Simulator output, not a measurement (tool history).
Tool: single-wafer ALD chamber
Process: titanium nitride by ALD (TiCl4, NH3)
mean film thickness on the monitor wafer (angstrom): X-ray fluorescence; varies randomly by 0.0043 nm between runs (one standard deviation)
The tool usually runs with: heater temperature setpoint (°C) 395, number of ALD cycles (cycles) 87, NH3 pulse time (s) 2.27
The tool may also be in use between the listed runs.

run   hour  heater temperature setpoint (°C)  number of ALD cycles (cycles)  NH3 pulse time (s)  wafers since the last listed run  hours since the last thermocouple change  hours since the showerhead was replaced  hours since the gauge calibration  read-back reference wafer on the same gauge, thickness_nm  mean film thickness on the monitor wafer (angstrom)
  1    0.0                               395                             87                2.72                                 0                                    2601.0                                   7831.4                               71.5                                                      1.710                                                17.33
  2   14.7                               395                             87                2.72                                42                                    2615.7                                   7846.1                               86.2                                                      1.711                                                17.37
  3   25.6                               395                             87                2.72                                31                                    2626.6                                   7857.0                               97.1                                                      1.709                                                17.31
  4   34.9                               395                             87                1.70                                26                                    2635.9                                   7866.3                              106.4                                                      1.709                                                16.84
  5   43.5                               395                             87                1.70                                24                                    2644.5                                   7874.9                              115.0                                                      1.709                                                16.85
  6   57.8                               395                             87                2.27                                41                                    2658.8                                   7889.2                              129.3                                                      1.709                                                17.11
  7   74.0                               395                             87                2.27                                46                                    2675.0                                   7905.4                              145.5                                                      1.711                                                17.13
      88.9  -- showerhead replaced
  8   89.4                               395                             87                2.27                                21                                    2690.4                                      0.5                              160.9                                                      1.709                                                17.10
  9   92.9                               395                             87                2.27                                10                                    2693.9                                      4.0                              164.4                                                      1.710                                                17.11
 10  106.9                               395                             87                2.27                                40                                    2707.9                                     18.0                              178.4                                                      1.710                                                17.16
 11  113.3                               395                             87                1.43                                18                                    2714.3                                     24.4                              184.8                                                      1.711                                                16.45
     127.8  -- thermocouple changed; heater temperature recalibrated
 12  128.5                               381                            101                2.27                                20                                       0.7                                     39.6                              200.0                                                      1.710                                                19.64
 13  137.2                               405                             99                1.63                                24                                       9.4                                     48.3                              208.7                                                      1.710                                                19.27
 14  147.1                               395                            104                2.27                                28                                      19.3                                     58.2                              218.6                                                      1.710                                                20.48
 15  162.6                               395                             94                2.27                                44                                      34.8                                     73.7                              234.1                                                      1.711                                                18.52
     164.8  -- gauge calibrated
 16  172.4                               388                            104                1.84                                28                                      44.6                                     83.5                                7.6                                                      1.710                                                20.09
 17  184.2                               395                             87                2.27                                33                                      56.4                                     95.3                               19.4                                                      1.710                                                17.17
 18  193.0                               395                             98                2.84                                25                                      65.2                                    104.1                               28.2                                                      1.710                                                19.54
 19  200.0                               384                             70                1.60                                20                                      72.2                                    111.1                               35.2                                                      1.711                                                13.24
 20  209.7                               395                             87                2.27                                27                                      81.9                                    120.8                               44.9                                                      1.710                                                17.15
 21  220.5                               395                             82                2.27                                30                                      92.7                                    131.6                               55.7                                                      1.710                                                16.15

Predict each of these 3 candidate next runs independently; none follows another, all start after run 21:
  A  221.1                               395                             87                3.10                                 1                                      93.3                                    132.2                               56.3                                                          ?                                                    ?
  B  221.1                               395                             72                2.27                                 1                                      93.3                                    132.2                               56.3                                                          ?                                                    ?
  C  221.1                               395                             87                3.02                                 1                                      93.3                                    132.2                               56.3                                                          ?                                                    ?

run  read-back reference wafer on the same gauge, thickness_nm  mean film thickness on the monitor wafer (angstrom)
  A                                                      1.710                                                17.41
  B                                                      1.710                                                14.18
  C                                                      1.710                                                17.39
Stripped of hidden state, with their random variation kept, the same runs would have yielded:
run  mean film thickness on the monitor wafer (angstrom)
  A                                                17.41
  B                                                14.18
  C                                                17.39
